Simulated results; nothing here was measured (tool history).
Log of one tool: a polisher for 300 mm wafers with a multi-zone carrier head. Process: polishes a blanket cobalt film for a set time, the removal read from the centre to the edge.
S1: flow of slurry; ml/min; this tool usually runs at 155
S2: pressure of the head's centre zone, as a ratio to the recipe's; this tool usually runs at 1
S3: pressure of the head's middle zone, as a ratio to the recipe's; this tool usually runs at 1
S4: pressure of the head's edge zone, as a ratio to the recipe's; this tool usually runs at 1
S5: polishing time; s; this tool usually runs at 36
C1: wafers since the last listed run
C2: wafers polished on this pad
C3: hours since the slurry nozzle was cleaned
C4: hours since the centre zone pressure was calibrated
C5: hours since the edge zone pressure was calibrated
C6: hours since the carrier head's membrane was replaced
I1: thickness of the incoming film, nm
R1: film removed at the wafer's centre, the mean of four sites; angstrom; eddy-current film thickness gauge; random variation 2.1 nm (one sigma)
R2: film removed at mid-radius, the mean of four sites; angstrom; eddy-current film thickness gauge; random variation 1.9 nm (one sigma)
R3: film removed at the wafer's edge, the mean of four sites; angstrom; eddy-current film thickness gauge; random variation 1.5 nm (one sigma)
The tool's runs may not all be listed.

run 1 hour=0 | S1=155 S2=1 S3=1 S4=1 S5=36 | C1=0 C2=251 C3=220.4 C4=1337.2 C5=586.6 C6=1486.9 | I1=1015.5 | R1=2119 R2=2127 R3=2237
run 2 hour=12 | S1=155 S2=1 S3=1 S4=1 S5=36 | C1=88 C2=340 C3=232.4 C4=1349.2 C5=598.6 C6=1498.9 | I1=1022.8 | R1=2053 R2=2135 R3=2233
run 3 hour=19.9 | S1=155 S2=1 S3=1 S4=1 S5=36 | C1=58 C2=398 C3=240.3 C4=1357.1 C5=606.5 C6=1506.8 | I1=1033.9 | R1=2074 R2=2134 R3=2214
run 4 hour=27.5 | S1=185 S2=1 S3=1 S4=0.96 S5=36 | C1=56 C2=454 C3=247.9 C4=1364.7 C5=614.1 C6=1514.4 | I1=1012.5 | R1=2180 R2=2246 R3=2298
run 5 hour=39.5 | S1=185 S2=1 S3=1 S4=0.96 S5=36 | C1=88 C2=543 C3=259.9 C4=1376.7 C5=626.1 C6=1526.4 | I1=1044 | R1=2147 R2=2236 R3=2267
-- hour=52 centre zone pressure recalibrated
run 6 hour=57.1 | S1=185 S2=1 S3=1 S4=0.96 S5=36 | C1=115 C2=658 C3=277.5 C4=5.1 C5=643.7 C6=1544 | I1=1034.9 | R1=2134 R2=2216 R3=2276
-- hour=62.5 worn pad replaced by a new one
run 7 hour=63.3 | S1=155 S2=1 S3=1 S4=1.03 S5=36 | C1=16 C2=5 C3=283.7 C4=11.3 C5=649.9 C6=1550.2 | I1=1010.2 | R1=2038 R2=2100 R3=2231
-- hour=73.2 carrier head's membrane replaced by a new one, of another model than before
run 8 hour=73.7 | S1=155 S2=1 S3=1 S4=1 S5=36 | C1=39 C2=45 C3=294.1 C4=21.7 C5=660.3 C6=0.5 | I1=1026.2 | R1=2059 R2=2115 R3=2233
run 9 hour=79.7 | S1=110 S2=1 S3=1 S4=1 S5=27 | C1=44 C2=90 C3=300.1 C4=27.7 C5=666.3 C6=6.5 | I1=1036.6 | R1=1336 R2=1393 R3=1532
run 10 hour=89.8 | S1=125 S2=0.92 S3=0.89 S4=0.97 S5=36 | C1=74 C2=164 C3=310.2 C4=37.8 C5=676.4 C6=16.6 | I1=1030.4 | R1=1790 R2=1850 R3=2102
-- hour=96.7 slurry nozzle cleaned
run 11 hour=99.7 | S1=155 S2=1 S3=1 S4=1 S5=36 | C1=65 C2=230 C3=3 C4=47.7 C5=686.3 C6=26.5 | I1=1034.6 | R1=2286 R2=2274 R3=2377
-- hour=115.2 edge zone pressure recalibrated
run 12 hour=117.6 | S1=155 S2=1.12 S3=1 S4=1 S5=36 | C1=117 C2=348 C3=20.9 C4=65.6 C5=2.4 C6=44.4 | I1=1044.4 | R1=2393 R2=2290 R3=2358
run 13 hour=128.4 | S1=155 S2=1 S3=0.93 S4=1 S5=46 | C1=79 C2=428 C3=31.7 C4=76.4 C5=13.2 C6=55.2 | I1=1042.7 | R1=2883 R2=2813 R3=3017
run 14 hour=143 | S1=155 S2=1.04 S3=1 S4=0.89 S5=47 | C1=108 C2=536 C3=46.3 C4=91 C5=27.8 C6=69.8 | I1=1033.8 | R1=2963 R2=2972 R3=2942
run 15 hour=154.5 | S1=155 S2=1 S3=1.11 S4=0.93 S5=36 | C1=85 C2=621 C3=57.8 C4=102.5 C5=39.3 C6=81.3 | I1=1030.3 | R1=2186 R2=2393 R3=2289

Here are 5 independent what-if runs from the current tool condition. What would each one return?
run A hour=154.9 | S1=155 S2=1 S3=1 S4=1 S5=36 | C1=2 C2=624 C3=58.2 C4=102.9 C5=39.7 C6=81.7 | I1=1028.3 | R1=? R2=? R3=?
run B hour=154.9 | S1=115 S2=1 S3=1 S4=0.89 S5=27 | C1=2 C2=624 C3=58.2 C4=102.9 C5=39.7 C6=81.7 | I1=1028.3 | R1=? R2=? R3=?
run C hour=154.9 | S1=205 S2=0.93 S3=1 S4=1 S5=36 | C1=2 C2=624 C3=58.2 C4=102.9 C5=39.7 C6=81.7 | I1=1028.3 | R1=? R2=? R3=?
run D hour=154.9 | S1=155 S2=1 S3=0.9 S4=1 S5=43 | C1=2 C2=624 C3=58.2 C4=102.9 C5=39.7 C6=81.7 | I1=1028.3 | R1=? R2=? R3=?
run E hour=154.9 | S1=140 S2=1 S3=1 S4=0.94 S5=26 | C1=2 C2=624 C3=58.2 C4=102.9 C5=39.7 C6=81.7 | I1=1028.3 | R1=? R2=? R3=?

run=A R1=2173 R2=2248 R3=2310
run=B R1=1478 R2=1548 R3=1587
run=C R1=2231 R2=2381 R3=2408
run=D R1=2595 R2=2540 R3=2762
run=E R1=1524 R2=1582 R3=1613
The same runs, with their run-to-run variation unchanged, on a tool lacking any hidden condition would have given:
run=A R1=2268 R2=2334 R3=2373
run=B R1=1568 R2=1630 R3=1643
run=C R1=2303 R2=2450 R3=2458
run=D R1=2708 R2=2637 R3=2837
run=E R1=1599 R2=1650 R3=1661

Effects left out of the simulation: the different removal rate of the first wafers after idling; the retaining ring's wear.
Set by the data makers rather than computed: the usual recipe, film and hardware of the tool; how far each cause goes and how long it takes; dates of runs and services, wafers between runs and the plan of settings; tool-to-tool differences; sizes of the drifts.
